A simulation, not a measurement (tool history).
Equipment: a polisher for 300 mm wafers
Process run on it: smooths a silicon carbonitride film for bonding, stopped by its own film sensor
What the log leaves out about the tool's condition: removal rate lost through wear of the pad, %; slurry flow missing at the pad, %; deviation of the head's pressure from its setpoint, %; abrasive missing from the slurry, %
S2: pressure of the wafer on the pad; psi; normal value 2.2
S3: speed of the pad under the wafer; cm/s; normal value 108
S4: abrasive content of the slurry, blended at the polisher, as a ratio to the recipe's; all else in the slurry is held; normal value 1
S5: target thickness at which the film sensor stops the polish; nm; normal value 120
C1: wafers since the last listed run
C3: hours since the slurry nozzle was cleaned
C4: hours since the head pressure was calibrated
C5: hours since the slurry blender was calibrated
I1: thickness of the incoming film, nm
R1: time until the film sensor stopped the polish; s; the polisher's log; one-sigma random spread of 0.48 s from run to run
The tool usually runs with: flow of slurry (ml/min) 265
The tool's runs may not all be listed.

{"run": 1, "day": 0.0, "flow of slurry (ml/min)": 310, "S2": 2.2, "S3": 108, "S4": 1, "S5": 120, "C1": 0, "wafers polished on this pad": 7465, "C3": 483.8, "C4": 114.8, "C5": 114, "I1": 138.6, "R1": 60.3}
{"day": 3.633, "done": "worn pad replaced by a new one"}
{"run": 2, "day": 7.821, "flow of slurry (ml/min)": 265, "S2": 2.2, "S3": 108, "S4": 1, "S5": 120, "C1": 2210, "wafers polished on this pad": 1209, "C3": 671.5, "C4": 302.5, "C5": 301.7, "I1": 142.8, "R1": 75.6}
{"day": 8.479, "done": "slurry nozzle cleaned"}
{"run": 3, "day": 11.717, "flow of slurry (ml/min)": 265, "S2": 2.2, "S3": 108, "S4": 1, "S5": 120, "C1": 1113, "wafers polished on this pad": 2322, "C3": 77.7, "C4": 396, "C5": 395.2, "I1": 137.3, "R1": 57.9}
{"run": 4, "day": 15.692, "flow of slurry (ml/min)": 265, "S2": 2.2, "S3": 108, "S4": 1, "S5": 120, "C1": 1148, "wafers polished on this pad": 3471, "C3": 173.1, "C4": 491.4, "C5": 490.6, "I1": 142, "R1": 74}
{"run": 5, "day": 17.875, "flow of slurry (ml/min)": 265, "S2": 2, "S3": 94, "S4": 1, "S5": 120, "C1": 630, "wafers polished on this pad": 4101, "C3": 225.5, "C4": 543.8, "C5": 543, "I1": 139.6, "R1": 79.5}
{"day": 18.158, "done": "head pressure recalibrated, repeated, since the last time left the tool worse"}
{"run": 6, "day": 24.662, "flow of slurry (ml/min)": 265, "S2": 2, "S3": 94, "S4": 1, "S5": 120, "C1": 1936, "wafers polished on this pad": 6038, "C3": 388.4, "C4": 156.1, "C5": 705.9, "I1": 137, "R1": 62.4}
{"day": 26.246, "done": "slurry blender recalibrated"}
{"run": 7, "day": 27.979, "flow of slurry (ml/min)": 265, "S2": 2, "S3": 94, "S4": 1, "S5": 120, "C1": 933, "wafers polished on this pad": 6971, "C3": 468, "C4": 235.7, "C5": 41.6, "I1": 140.1, "R1": 73.4}
{"day": 29.554, "done": "worn pad replaced by a new one"}
{"run": 8, "day": 31.592, "flow of slurry (ml/min)": 265, "S2": 2.2, "S3": 108, "S4": 1, "S5": 120, "C1": 995, "wafers polished on this pad": 588, "C3": 554.7, "C4": 322.4, "C5": 128.3, "I1": 141.8, "R1": 67.4}
{"run": 9, "day": 34.892, "flow of slurry (ml/min)": 265, "S2": 2.2, "S3": 108, "S4": 1, "S5": 120, "C1": 953, "wafers polished on this pad": 1542, "C3": 633.9, "C4": 401.6, "C5": 207.5, "I1": 138.9, "R1": 58.6}
{"run": 10, "day": 36.496, "flow of slurry (ml/min)": 265, "S2": 2.2, "S3": 76, "S4": 1, "S5": 120, "C1": 463, "wafers polished on this pad": 2005, "C3": 672.4, "C4": 440.1, "C5": 246, "I1": 142.8, "R1": 92.2}
{"run": 11, "day": 38.754, "flow of slurry (ml/min)": 265, "S2": 2.2, "S3": 94, "S4": 1.1, "S5": 120, "C1": 652, "wafers polished on this pad": 2657, "C3": 726.6, "C4": 494.3, "C5": 300.2, "I1": 139, "R1": 60}
{"run": 12, "day": 42.0, "flow of slurry (ml/min)": 265, "S2": 2.2, "S3": 124, "S4": 1, "S5": 120, "C1": 937, "wafers polished on this pad": 3595, "C3": 804.5, "C4": 572.2, "C5": 378.1, "I1": 142.2, "R1": 62.6}
{"day": 42.312, "done": "slurry nozzle cleaned"}
{"run": 13, "day": 45.583, "flow of slurry (ml/min)": 300, "S2": 2.2, "S3": 134, "S4": 1, "S5": 120, "C1": 1022, "wafers polished on this pad": 4618, "C3": 78.5, "C4": 658.2, "C5": 464.1, "I1": 140.6, "R1": 54}
{"run": 14, "day": 48.55, "flow of slurry (ml/min)": 265, "S2": 2.2, "S3": 84, "S4": 1.15, "S5": 120, "C1": 856, "wafers polished on this pad": 5475, "C3": 149.7, "C4": 729.4, "C5": 535.3, "I1": 140.6, "R1": 69.9}
{"day": 49.758, "done": "head pressure recalibrated"}
{"run": 15, "day": 50.329, "flow of slurry (ml/min)": 265, "S2": 1.7, "S3": 108, "S4": 1, "S5": 120, "C1": 489, "wafers polished on this pad": 5964, "C3": 192.4, "C4": 13.7, "C5": 578, "I1": 137.1, "R1": 61.5}
{"run": 16, "day": 51.929, "flow of slurry (ml/min)": 265, "S2": 1.8, "S3": 122, "S4": 0.9, "S5": 120, "C1": 462, "wafers polished on this pad": 6426, "C3": 230.8, "C4": 52.1, "C5": 616.4, "I1": 140.3, "R1": 70.4}
{"run": 17, "day": 55.258, "flow of slurry (ml/min)": 265, "S2": 2.2, "S3": 108, "S4": 1, "S5": 120, "C1": 961, "wafers polished on this pad": 7388, "C3": 310.7, "C4": 132, "C5": 696.3, "I1": 140.2, "R1": 61.5}
{"run": 18, "day": 57.225, "flow of slurry (ml/min)": 265, "S2": 2.2, "S3": 108, "S4": 0.8, "S5": 120, "C1": 568, "wafers polished on this pad": 7956, "C3": 357.9, "C4": 179.2, "C5": 743.5, "I1": 138.5, "R1": 69.2}
{"day": 59.592, "done": "slurry blender recalibrated"}
{"run": 19, "day": 61.4, "flow of slurry (ml/min)": 265, "S2": 2.2, "S3": 108, "S4": 1, "S5": 120, "C1": 1181, "wafers polished on this pad": 9138, "C3": 458.1, "C4": 279.4, "C5": 43.4, "I1": 137.1, "R1": 52.3}
{"day": 62.292, "done": "worn pad replaced by a new one"}
{"run": 20, "day": 65.317, "flow of slurry (ml/min)": 355, "S2": 2.2, "S3": 108, "S4": 1, "S5": 120, "C1": 1083, "wafers polished on this pad": 873, "C3": 552.1, "C4": 373.4, "C5": 137.4, "I1": 140.4, "R1": 61.4}
{"run": 21, "day": 67.062, "flow of slurry (ml/min)": 265, "S2": 2.2, "S3": 108, "S4": 1.1, "S5": 113, "C1": 504, "wafers polished on this pad": 1378, "C3": 594, "C4": 415.3, "C5": 179.3, "I1": 139.8, "R1": 77.2}
{"run": 22, "day": 70.017, "flow of slurry (ml/min)": 265, "S2": 2.2, "S3": 108, "S4": 1, "S5": 120, "C1": 853, "wafers polished on this pad": 2231, "C3": 664.9, "C4": 486.2, "C5": 250.2, "I1": 140, "R1": 61.7}
{"day": 70.138, "done": "slurry nozzle cleaned"}
{"run": 23, "day": 72.412, "flow of slurry (ml/min)": 325, "S2": 2.2, "S3": 84, "S4": 0.75, "S5": 120, "C1": 679, "wafers polished on this pad": 2911, "C3": 54.6, "C4": 543.7, "C5": 307.7, "I1": 141, "R1": 102.5}
{"run": 24, "day": 74.079, "flow of slurry (ml/min)": 265, "S2": 2.7, "S3": 108, "S4": 0.9, "S5": 120, "C1": 481, "wafers polished on this pad": 3392, "C3": 94.6, "C4": 583.7, "C5": 347.7, "I1": 140.1, "R1": 58.3}
{"run": 25, "day": 76.238, "flow of slurry (ml/min)": 265, "S2": 2.2, "S3": 90, "S4": 1, "S5": 118, "C1": 623, "wafers polished on this pad": 4016, "C3": 146.4, "C4": 635.5, "C5": 399.5, "I1": 138.8, "R1": 73.5}
{"run": 26, "day": 79.017, "flow of slurry (ml/min)": 265, "S2": 2.2, "S3": 108, "S4": 1, "S5": 120, "C1": 802, "wafers polished on this pad": 4818, "C3": 213.1, "C4": 702.2, "C5": 466.2, "I1": 141.9, "R1": 66.7}
{"day": 80.246, "done": "head pressure recalibrated"}
{"run": 27, "day": 83.192, "flow of slurry (ml/min)": 265, "S2": 2.2, "S3": 92, "S4": 1.25, "S5": 114, "C1": 1181, "wafers polished on this pad": 6000, "C3": 313.3, "C4": 70.7, "C5": 566.4, "I1": 139.5, "R1": 75.9}
{"run": 28, "day": 85.617, "flow of slurry (ml/min)": 265, "S2": 2.2, "S3": 94, "S4": 1, "S5": 120, "C1": 700, "wafers polished on this pad": 6701, "C3": 371.5, "C4": 128.9, "C5": 624.6, "I1": 142.2, "R1": 74.1}
{"run": 29, "day": 88.242, "flow of slurry (ml/min)": 175, "S2": 1.7, "S3": 122, "S4": 1, "S5": 127, "C1": 758, "wafers polished on this pad": 7459, "C3": 434.5, "C4": 191.9, "C5": 687.6, "I1": 137.3, "R1": 36.6}
{"day": 91.129, "done": "worn pad replaced by a new one"}
{"day": 92.05, "done": "slurry blender recalibrated"}
{"run": 30, "day": 92.429, "flow of slurry (ml/min)": 265, "S2": 2.2, "S3": 108, "S4": 1, "S5": 114, "C1": 1137, "wafers polished on this pad": 351, "C3": 535, "C4": 292.4, "C5": 9.1, "I1": 137.8, "R1": 74.3}
{"day": 96.104, "done": "slurry nozzle cleaned"}
{"run": 31, "day": 96.421, "flow of slurry (ml/min)": 360, "S2": 2.2, "S3": 108, "S4": 0.85, "S5": 125, "C1": 1140, "wafers polished on this pad": 1492, "C3": 7.6, "C4": 388.2, "C5": 104.9, "I1": 142, "R1": 59.2}

What the log doesn't show, run by run:
removal rate lost through wear of the pad, %: 0 across all the runs
slurry flow missing at the pad, %: 0 across all the runs
abrasive missing from the slurry, %: 0 across all the runs
H1: deviation of the head's pressure from its setpoint, %
run=1 H1=-12.2
run=2 H1=-14.4
run=3 H1=-15
run=4 H1=-15.4
run=5 H1=-15.6
run=6 H1=-2.87
run=7 H1=-3.83
run=8 H1=-4.56
run=9 H1=-5.03
run=10 H1=-5.21
run=11 H1=-5.42
run=12 H1=-5.65
run=13 H1=-5.82
run=14 H1=-5.93
run=15 H1=0.707
run=16 H1=-0.2
run=17 H1=-1.68
run=18 H1=-2.34
run=19 H1=-3.39
run=20 H1=-4.04
run=21 H1=-4.26
run=22 H1=-4.55
run=23 H1=-4.73
run=24 H1=-4.83
run=25 H1=-4.94
run=26 H1=-5.05
run=27 H1=-2.22
run=28 H1=-3.26
run=29 H1=-4.14
run=30 H1=-5.13
run=31 H1=-5.76
